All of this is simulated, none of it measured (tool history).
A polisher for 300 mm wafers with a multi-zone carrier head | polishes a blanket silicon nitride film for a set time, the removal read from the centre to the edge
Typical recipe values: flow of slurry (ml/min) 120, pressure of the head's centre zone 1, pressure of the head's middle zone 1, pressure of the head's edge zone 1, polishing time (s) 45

run   hour  flow of slurry (ml/min)  pressure of the head's centre zone  pressure of the head's middle zone  pressure of the head's edge zone  polishing time (s)  incoming thickness of the incoming film, nm  film removed at the wafer's centre (nm)  film removed at mid-radius (nm)  film removed at the wafer's edge (nm)
  1      0                      120                                   1                                0.98                                 1                  45                                        831.8                                    126.6                            125.3                                    124
       7.9  -- worn pad replaced by a new one
  2    8.4                      120                                   1                                   1                                 1                  45                                        841.7                                    126.5                            125.7                                  125.3
  3   21.5                      120                                   1                                   1                                 1                  45                                        847.1                                    129.6                            127.2                                  123.3
  4   30.9                      120                                   1                                   1                                 1                  45                                        844.8                                    124.3                            125.7                                  123.3
  5   48.2                      120                                   1                                   1                                 1                  45                                        844.6                                    126.7                            124.9                                  123.8
  6   56.8                      120                                   1                                   1                                 1                  45                                        836.8                                      125                            124.5                                  122.2
  7   72.2                      120                                   1                                   1                                 1                  45                                        831.2                                    125.2                            124.2                                  123.1
      84.9  -- worn pad replaced by a new one
  8   88.6                      120                                   1                                1.07                                 1                  45                                        841.1                                    124.1                            129.7                                  121.1
  9  103.6                      135                                0.88                                   1                                 1                  45                                        837.9                                    109.9                            125.2                                  122.5
       109  -- centre zone pressure recalibrated
 10  110.2                      120                                   1                                1.04                                 1                  45                                          836                                    118.5                            127.9                                  119.6
     125.2  -- edge zone pressure recalibrated
 11  125.8                      120                                1.05                                   1                                 1                  45                                          843                                    126.1                            121.7                                  119.5
     131.1  -- slurry nozzle cleaned
 12  140.3                      120                                   1                                   1                                 1                  45                                        838.6                                    127.1                              126                                  123.3
 13  154.9                      120                                   1                                   1                              0.92                  45                                        842.2                                    125.8                              127                                  119.3
     165.2  -- worn pad replaced by a new one
 14  165.8                      120                                   1                                   1                                 1                  45                                        849.8                                    126.7                            126.2                                  122.4
     175.9  -- carrier head's membrane replaced by a new one
 15  178.1                      120                                   1                                   1                                 1                  45                                        845.8                                    128.5                            126.4                                  123.3
 16  193.8                      120                                   1                                   1                                 1                  45                                        840.2                                    127.1                              126                                  124.3
 17  204.2                      120                                1.12                                   1                              0.96                  45                                        835.8                                    144.4                            127.1                                  122.2
 18  211.1                      120                                 1.1                                0.96                               0.9                  45                                        840.2                                    137.3                            122.3                                  118.3
 19  217.3                      120                                   1                                   1                                 1                  34                                        843.4                                     94.6                             95.2                                   93.4
 20  232.3                      120                                1.12                                   1                              0.96                  45                                        836.3                                    144.8                            125.6                                  121.2
 21    239                       95                                   1                                   1                                 1                  45                                        833.3                                    120.7                              121                                  119.6
     245.6  -- worn pad replaced by a new one
 22  275.2                      120                                0.91                                   1                                 1                  45                                        843.2                                    112.2                            123.9                                  123.6

4 ways to go on from here, each from the tool as it stands after run 22. What would each give?
  A  275.6                      120                                   1                                1.06                                 1                  45                                        834.4                                        ?                                ?                                      ?
  B  275.6                      120                                   1                                0.93                              0.91                  51                                        834.4                                        ?                                ?                                      ?
  C  275.6                      120                                0.94                                0.91                              1.08                  39                                        834.4                                        ?                                ?                                      ?
  D  275.6                      120                                   1                                0.88                                 1                  45                                        834.4                                        ?                                ?                                      ?

run  film removed at the wafer's centre (nm)  film removed at mid-radius (nm)  film removed at the wafer's edge (nm)
  A                                      123                            129.3                                  123.5
  B                                    139.3                            131.4                                  134.1
  C                                      100                             98.7                                  111.4
  D                                    122.8                            110.8                                  123.8
Take away the tool's hidden state, keep each run's random variation, and the runs would have read:
run  film removed at the wafer's centre (nm)  film removed at mid-radius (nm)  film removed at the wafer's edge (nm)
  A                                    127.9                            133.8                                  126.4
  B                                    144.9                              136                                  137.3
  C                                    104.1                            102.1                                    114
  D                                    127.8                            114.6                                  126.7
